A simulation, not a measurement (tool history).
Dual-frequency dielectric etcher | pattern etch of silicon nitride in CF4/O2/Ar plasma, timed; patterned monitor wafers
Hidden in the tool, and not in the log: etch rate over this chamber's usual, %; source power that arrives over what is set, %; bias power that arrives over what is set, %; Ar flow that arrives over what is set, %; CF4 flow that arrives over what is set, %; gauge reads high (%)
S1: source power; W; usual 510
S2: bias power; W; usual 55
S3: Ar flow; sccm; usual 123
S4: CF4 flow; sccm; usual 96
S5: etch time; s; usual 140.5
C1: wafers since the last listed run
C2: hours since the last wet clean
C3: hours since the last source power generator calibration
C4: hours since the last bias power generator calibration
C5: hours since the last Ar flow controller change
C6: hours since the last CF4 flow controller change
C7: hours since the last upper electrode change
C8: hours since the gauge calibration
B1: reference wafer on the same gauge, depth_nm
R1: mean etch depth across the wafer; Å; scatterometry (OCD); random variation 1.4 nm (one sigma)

run 1 hour=0 | S1=510 S2=55 S3=123 S4=96 S5=140.5 | C1=0 C2=405.9 C3=3907.7 C4=4664.9 C5=71.1 C6=3346.9 C7=0.5 C8=80.1 | B1=324.2 | R1=2837
run 2 hour=91.8 | S1=510 S2=55 S3=123 S4=96 S5=140.5 | C1=802 C2=497.7 C3=3999.5 C4=4756.7 C5=162.9 C6=3438.7 C7=92.3 C8=171.9 | B1=323.9 | R1=2835
-- hour=116.6 wet clean of the chamber
run 3 hour=160 | S1=510 S2=55 S3=123 S4=96 S5=140.5 | C1=386 C2=43.4 C3=4067.7 C4=4824.9 C5=231.1 C6=3506.9 C7=160.5 C8=240.1 | B1=324.3 | R1=2855
run 4 hour=230.1 | S1=510 S2=55 S3=123 S4=96 S5=140.5 | C1=612 C2=113.5 C3=4137.8 C4=4895 C5=301.2 C6=3577 C7=230.6 C8=310.2 | B1=323.6 | R1=2827
run 5 hour=334.9 | S1=510 S2=55 S3=123 S4=96 S5=140.5 | C1=915 C2=218.3 C3=4242.6 C4=4999.8 C5=406 C6=3681.8 C7=335.4 C8=415 | B1=324.2 | R1=2852
-- hour=367.6 bias power generator calibrated
run 6 hour=391.7 | S1=510 S2=55 S3=123 S4=96 S5=140.5 | C1=461 C2=275.1 C3=4299.4 C4=24.1 C5=462.8 C6=3738.6 C7=392.2 C8=471.8 | B1=324.2 | R1=2852
run 7 hour=464.3 | S1=630 S2=63 S3=123 S4=79 S5=140.5 | C1=634 C2=347.7 C3=4372 C4=96.7 C5=535.4 C6=3811.2 C7=464.8 C8=544.4 | B1=324.4 | R1=3363
run 8 hour=541.6 | S1=510 S2=59 S3=123 S4=96 S5=140.5 | C1=675 C2=425 C3=4449.3 C4=174 C5=612.7 C6=3888.5 C7=542.1 C8=621.7 | B1=324.1 | R1=2924
-- hour=599.6 source power generator calibrated
run 9 hour=623.3 | S1=510 S2=41 S3=123 S4=96 S5=103 | C1=678 C2=506.7 C3=23.7 C4=255.7 C5=694.4 C6=3970.2 C7=623.8 C8=703.4 | B1=323.9 | R1=1840
-- hour=671.9 wet clean of the chamber
run 10 hour=693.2 | S1=510 S2=46 S3=148 S4=96 S5=140.5 | C1=401 C2=21.3 C3=93.6 C4=325.6 C5=764.3 C6=4040.1 C7=693.7 C8=773.3 | B1=324.1 | R1=2533
run 11 hour=737.5 | S1=410 S2=50 S3=140 S4=79 S5=140.5 | C1=387 C2=65.6 C3=137.9 C4=369.9 C5=808.6 C6=4084.4 C7=738 C8=817.6 | B1=324.1 | R1=2331
run 12 hour=787.6 | S1=600 S2=55 S3=123 S4=96 S5=140.5 | C1=437 C2=115.7 C3=188 C4=420 C5=858.7 C6=4134.5 C7=788.1 C8=867.7 | B1=323.9 | R1=3112
run 13 hour=829.6 | S1=510 S2=41 S3=123 S4=96 S5=103 | C1=366 C2=157.7 C3=230 C4=462 C5=900.7 C6=4176.5 C7=830.1 C8=909.7 | B1=323.9 | R1=1833
run 14 hour=867.9 | S1=590 S2=64 S3=123 S4=96 S5=140.5 | C1=334 C2=196 C3=268.3 C4=500.3 C5=939 C6=4214.8 C7=868.4 C8=948 | B1=323.8 | R1=3296
run 15 hour=920.5 | S1=510 S2=55 S3=112 S4=96 S5=140.5 | C1=459 C2=248.6 C3=320.9 C4=552.9 C5=991.6 C6=4267.4 C7=921 C8=1000.6 | B1=324 | R1=2891
-- hour=954.3 CF4 flow controller replaced
run 16 hour=1015.4 | S1=450 S2=55 S3=102 S4=96 S5=152.5 | C1=776 C2=343.5 C3=415.8 C4=647.8 C5=1086.5 C6=61.1 C7=1015.9 C8=1095.5 | B1=323.6 | R1=2959
run 17 hour=1061.8 | S1=470 S2=55 S3=134 S4=79 S5=107 | C1=405 C2=389.9 C3=462.2 C4=694.2 C5=1132.9 C6=107.5 C7=1062.3 C8=1141.9 | B1=324 | R1=2016
-- hour=1251.2 wet clean of the chamber
run 18 hour=1268.6 | S1=460 S2=45 S3=98 S4=96 S5=140.5 | C1=1597 C2=17.4 C3=669 C4=901 C5=1339.7 C6=314.3 C7=1269.1 C8=1348.7 | B1=323.8 | R1=2526
run 19 hour=1335.1 | S1=510 S2=46 S3=103 S4=90 S5=127.5 | C1=580 C2=83.9 C3=735.5 C4=967.5 C5=1406.2 C6=380.8 C7=1335.6 C8=1415.2 | B1=323.7 | R1=2455
run 20 hour=1395.2 | S1=510 S2=59 S3=123 S4=96 S5=140.5 | C1=525 C2=144 C3=795.6 C4=1027.6 C5=1466.3 C6=440.9 C7=1395.7 C8=1475.3 | B1=324.2 | R1=2943
run 21 hour=1442.3 | S1=510 S2=55 S3=123 S4=96 S5=140.5 | C1=411 C2=191.1 C3=842.7 C4=1074.7 C5=1513.4 C6=488 C7=1442.8 C8=1522.4 | B1=324 | R1=2850
run 22 hour=1508.7 | S1=510 S2=50 S3=123 S4=72 S5=140.5 | C1=580 C2=257.5 C3=909.1 C4=1141.1 C5=1579.8 C6=554.4 C7=1509.2 C8=1588.8 | B1=324.3 | R1=2671

Forecast each of these 3 alternatives for the next run:
run A hour=1509.2 | S1=510 S2=55 S3=123 S4=96 S5=140.5 | C1=4 C2=258 C3=909.6 C4=1141.6 C5=1580.3 C6=554.9 C7=1509.7 C8=1589.3 | B1=? | R1=?
run B hour=1509.2 | S1=510 S2=55 S3=123 S4=119 S5=140.5 | C1=4 C2=258 C3=909.6 C4=1141.6 C5=1580.3 C6=554.9 C7=1509.7 C8=1589.3 | B1=? | R1=?
run C hour=1509.2 | S1=510 S2=59 S3=105 S4=111 S5=114 | C1=4 C2=258 C3=909.6 C4=1141.6 C5=1580.3 C6=554.9 C7=1509.7 C8=1589.3 | B1=? | R1=?

run=A B1=324 R1=2816
run=B B1=324 R1=2868
run=C B1=324 R1=2431
Without the tool's hidden state the same runs would have given:
run=A R1=2816
run=B R1=2868
run=C R1=2431
